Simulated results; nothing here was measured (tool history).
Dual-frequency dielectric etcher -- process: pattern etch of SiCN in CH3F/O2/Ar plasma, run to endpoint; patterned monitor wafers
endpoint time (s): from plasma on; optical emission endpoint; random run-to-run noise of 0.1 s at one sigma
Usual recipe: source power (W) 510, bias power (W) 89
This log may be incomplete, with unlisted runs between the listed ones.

| run | day | source power (W) | bias power (W) | wafers since the last listed run | hours since the last wet clean | hours since the last source power generator calibration | hours since the last bias power generator calibration | hours since the last upper electrode change | incoming incoming film thickness, nm | endpoint time (s) |
|---|---|---|---|---|---|---|---|---|---|---|
| 1 | 0.000 | 510 | 102 | 0 | 335.4 | 2404.7 | 4895.3 | 5626.9 | 6.79 | 17.9 |
| 2 | 0.646 | 510 | 102 | 249 | 350.9 | 2420.2 | 4910.8 | 5642.4 | 6.75 | 17.9 |
| 3 | 1.696 | 510 | 102 | 406 | 376.1 | 2445.4 | 4936.0 | 5667.6 | 6.81 | 18.1 |
| 4 | 2.875 | 600 | 89 | 456 | 404.4 | 2473.7 | 4964.3 | 5695.9 | 6.86 | 18.3 |
| 5 | 3.408 | 510 | 89 | 206 | 417.2 | 2486.5 | 4977.1 | 5708.7 | 6.79 | 19.1 |
|  | 5.300 | wet clean of the chamber |
| 6 | 5.321 | 510 | 89 | 353 | 0.5 | 2532.4 | 5023.0 | 5754.6 | 6.82 | 18.2 |
| 7 | 5.938 | 510 | 89 | 238 | 15.3 | 2547.2 | 5037.8 | 5769.4 | 6.80 | 18.3 |
| 8 | 7.350 | 440 | 105 | 546 | 49.2 | 2581.1 | 5071.7 | 5803.3 | 6.82 | 18.1 |
| 9 | 8.108 | 560 | 89 | 293 | 67.4 | 2599.3 | 5089.9 | 5821.5 | 6.81 | 18.0 |
| 10 | 9.554 | 510 | 89 | 559 | 102.1 | 2634.0 | 5124.6 | 5856.2 | 6.81 | 18.5 |
| 11 | 10.075 | 510 | 89 | 201 | 114.6 | 2646.5 | 5137.1 | 5868.7 | 6.87 | 18.8 |
| 12 | 10.796 | 570 | 97 | 278 | 131.9 | 2663.8 | 5154.4 | 5886.0 | 6.76 | 17.3 |
| 13 | 12.038 | 570 | 97 | 480 | 161.7 | 2693.6 | 5184.2 | 5915.8 | 6.81 | 17.6 |
| 14 | 12.804 | 570 | 97 | 296 | 180.1 | 2712.0 | 5202.6 | 5934.2 | 6.77 | 17.6 |
|  | 13.629 | source power generator calibrated |
| 15 | 13.717 | 590 | 89 | 288 | 202.0 | 2.1 | 5224.5 | 5956.1 | 6.81 | 18.1 |
|  | 14.046 | bias power generator calibrated |
| 16 | 14.221 | 510 | 72 | 130 | 214.1 | 14.2 | 4.2 | 5968.2 | 6.80 | 20.0 |
| 17 | 14.850 | 510 | 89 | 243 | 229.2 | 29.3 | 19.3 | 5983.3 | 6.85 | 18.8 |
| 18 | 16.217 | 510 | 105 | 528 | 262.0 | 62.1 | 52.1 | 6016.1 | 6.84 | 17.9 |
| 19 | 17.696 | 560 | 77 | 572 | 297.5 | 97.6 | 87.6 | 6051.6 | 6.78 | 19.1 |
| 20 | 21.883 | 510 | 81 | 1619 | 398.0 | 198.1 | 188.1 | 6152.1 | 6.74 | 19.7 |
|  | 23.379 | wet clean of the chamber |
|  | 24.000 | upper electrode replaced |
| 21 | 24.021 | 430 | 109 | 199 | 15.4 | 249.4 | 239.4 | 0.5 | 6.86 | 17.7 |
| 22 | 24.538 | 630 | 104 | 199 | 27.8 | 261.8 | 251.8 | 12.9 | 6.78 | 16.3 |
| 23 | 25.417 | 510 | 89 | 340 | 48.9 | 282.9 | 272.9 | 34.0 | 6.78 | 18.2 |
| 24 | 26.492 | 510 | 89 | 415 | 74.7 | 308.7 | 298.7 | 59.8 | 6.77 | 18.3 |
| 25 | 27.312 | 590 | 98 | 317 | 94.4 | 328.4 | 318.4 | 79.5 | 6.81 | 16.9 |
| 26 | 28.325 | 580 | 68 | 391 | 118.7 | 352.7 | 342.7 | 103.8 | 6.91 | 19.6 |
| 27 | 29.629 | 640 | 68 | 504 | 150.0 | 384.0 | 374.0 | 135.1 | 6.76 | 18.7 |
| 28 | 30.608 | 410 | 99 | 378 | 173.5 | 407.5 | 397.5 | 158.6 | 6.89 | 19.2 |
| 29 | 31.975 | 630 | 108 | 528 | 206.3 | 440.3 | 430.3 | 191.4 | 6.74 | 16.4 |
| 30 | 33.421 | 400 | 74 | 559 | 241.0 | 475.0 | 465.0 | 226.1 | 6.79 | 20.9 |

Hidden state, per run?
source power that arrives over what is set, %: 0 at every run
bias power that arrives over what is set, %: 0 at every run
H1: etch rate over this chamber's usual, %
| run | H1 |
|---|---|
| 1 | -3.22 |
| 2 | -3.4 |
| 3 | -3.7 |
| 4 | -4.03 |
| 5 | -4.18 |
| 6 | -0.168 |
| 7 | -0.342 |
| 8 | -0.74 |
| 9 | -0.953 |
| 10 | -1.36 |
| 11 | -1.51 |
| 12 | -1.71 |
| 13 | -2.06 |
| 14 | -2.28 |
| 15 | -2.53 |
| 16 | -2.68 |
| 17 | -2.85 |
| 18 | -3.24 |
| 19 | -3.65 |
| 20 | -4.83 |
| 21 | 0.474 |
| 22 | 0.329 |
| 23 | 0.0813 |
| 24 | -0.222 |
| 25 | -0.453 |
| 26 | -0.738 |
| 27 | -1.11 |
| 28 | -1.38 |
| 29 | -1.77 |
| 30 | -2.17 |
